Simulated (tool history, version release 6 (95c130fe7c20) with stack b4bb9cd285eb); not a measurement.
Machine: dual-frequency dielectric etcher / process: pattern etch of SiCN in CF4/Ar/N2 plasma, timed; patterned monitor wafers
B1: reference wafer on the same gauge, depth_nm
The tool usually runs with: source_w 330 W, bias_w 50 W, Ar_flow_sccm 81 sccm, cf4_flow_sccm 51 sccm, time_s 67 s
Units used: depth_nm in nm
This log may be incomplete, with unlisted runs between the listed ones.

run 1 hour=0 | source_w=330 bias_w=47 Ar_flow_sccm=81 cf4_flow_sccm=51 time_s=67 | B1=46.18 | depth_nm=40.01
run 2 hour=36.5 | source_w=330 bias_w=50 Ar_flow_sccm=81 cf4_flow_sccm=51 time_s=67 | B1=46.19 | depth_nm=40.85
run 3 hour=99.7 | source_w=330 bias_w=50 Ar_flow_sccm=81 cf4_flow_sccm=51 time_s=67 | B1=46.24 | depth_nm=41.13
-- hour=135.5 wet clean of the chamber
run 4 hour=143.1 | source_w=330 bias_w=50 Ar_flow_sccm=81 cf4_flow_sccm=51 time_s=67 | B1=46.19 | depth_nm=39.72
run 5 hour=173.3 | source_w=330 bias_w=50 Ar_flow_sccm=81 cf4_flow_sccm=51 time_s=67 | B1=46.21 | depth_nm=39.94
run 6 hour=203.5 | source_w=330 bias_w=50 Ar_flow_sccm=81 cf4_flow_sccm=59 time_s=67 | B1=46.27 | depth_nm=40.76
run 7 hour=240.8 | source_w=330 bias_w=50 Ar_flow_sccm=81 cf4_flow_sccm=59 time_s=67 | B1=46.18 | depth_nm=40.6
run 8 hour=280.9 | source_w=330 bias_w=50 Ar_flow_sccm=81 cf4_flow_sccm=51 time_s=67 | B1=46.17 | depth_nm=40.11
run 9 hour=347.8 | source_w=330 bias_w=50 Ar_flow_sccm=81 cf4_flow_sccm=51 time_s=67 | B1=46.19 | depth_nm=40.45
-- hour=379.2 source power generator calibrated
run 10 hour=418.8 | source_w=330 bias_w=50 Ar_flow_sccm=81 cf4_flow_sccm=51 time_s=67 | B1=46.15 | depth_nm=40
-- hour=554.7 gauge calibrated
-- hour=562.9 wet clean of the chamber
-- hour=608.7 upper electrode replaced
run 11 hour=617.7 | source_w=330 bias_w=56 Ar_flow_sccm=65 cf4_flow_sccm=43 time_s=72.5 | B1=46.17 | depth_nm=43.91
run 12 hour=686.7 | source_w=290 bias_w=42 Ar_flow_sccm=97 cf4_flow_sccm=51 time_s=76.5 | B1=46.22 | depth_nm=38.6
-- hour=695.4 Ar flow controller replaced
run 13 hour=741.7 | source_w=250 bias_w=44 Ar_flow_sccm=95 cf4_flow_sccm=51 time_s=50.5 | B1=46.19 | depth_nm=23.55
run 14 hour=768.7 | source_w=330 bias_w=50 Ar_flow_sccm=81 cf4_flow_sccm=51 time_s=67 | B1=46.22 | depth_nm=40.01
run 15 hour=832.8 | source_w=250 bias_w=44 Ar_flow_sccm=95 cf4_flow_sccm=51 time_s=50.5 | B1=46.22 | depth_nm=23.9
-- hour=877.2 CF4 flow controller replaced
run 16 hour=886.1 | source_w=300 bias_w=44 Ar_flow_sccm=81 cf4_flow_sccm=44 time_s=75 | B1=46.23 | depth_nm=40.97
run 17 hour=918 | source_w=360 bias_w=56 Ar_flow_sccm=81 cf4_flow_sccm=46 time_s=67 | B1=46.22 | depth_nm=44.35
-- hour=927.2 bias power generator calibrated
run 18 hour=946.7 | source_w=350 bias_w=50 Ar_flow_sccm=81 cf4_flow_sccm=42 time_s=67 | B1=46.19 | depth_nm=42.02
-- hour=987.3 wet clean of the chamber
run 19 hour=995.2 | source_w=330 bias_w=50 Ar_flow_sccm=81 cf4_flow_sccm=51 time_s=67 | B1=46.18 | depth_nm=39.38
run 20 hour=1042.3 | source_w=370 bias_w=40 Ar_flow_sccm=65 cf4_flow_sccm=51 time_s=67 | B1=46.17 | depth_nm=41.73
run 21 hour=1218.9 | source_w=260 bias_w=50 Ar_flow_sccm=93 cf4_flow_sccm=63 time_s=77.5 | B1=46.21 | depth_nm=39.85
run 22 hour=1272.8 | source_w=330 bias_w=61 Ar_flow_sccm=66 cf4_flow_sccm=51 time_s=79.5 | B1=46.23 | depth_nm=52

Exercise: give the hidden state of the tool at every run:
bias power that arrives over what is set, %: 0 on each run
Ar flow that arrives over what is set, %: 0 on each run
CF4 flow that arrives over what is set, %: 0 on each run
gauge reads high (%): 0 on each run
H1: etch rate over this chamber's usual, %
H2: source power that arrives over what is set, %
run=1 H1=2.89 H2=4.05
run=2 H1=3.35 H2=4.08
run=3 H1=4.14 H2=4.14
run=4 H1=-0.169 H2=4.17
run=5 H1=0.21 H2=4.19
run=6 H1=0.59 H2=4.21
run=7 H1=1.06 H2=4.24
run=8 H1=1.56 H2=4.26
run=9 H1=2.4 H2=4.3
run=10 H1=3.3 H2=0.213
run=11 H1=0.398 H2=1.49
run=12 H1=1.27 H2=1.83
run=13 H1=1.96 H2=2.07
run=14 H1=2.3 H2=2.19
run=15 H1=3.1 H2=2.43
run=16 H1=3.77 H2=2.61
run=17 H1=4.17 H2=2.71
run=18 H1=4.53 H2=2.8
run=19 H1=0.108 H2=2.93
run=20 H1=0.7 H2=3.05
run=21 H1=2.92 H2=3.42
run=22 H1=3.6 H2=3.51
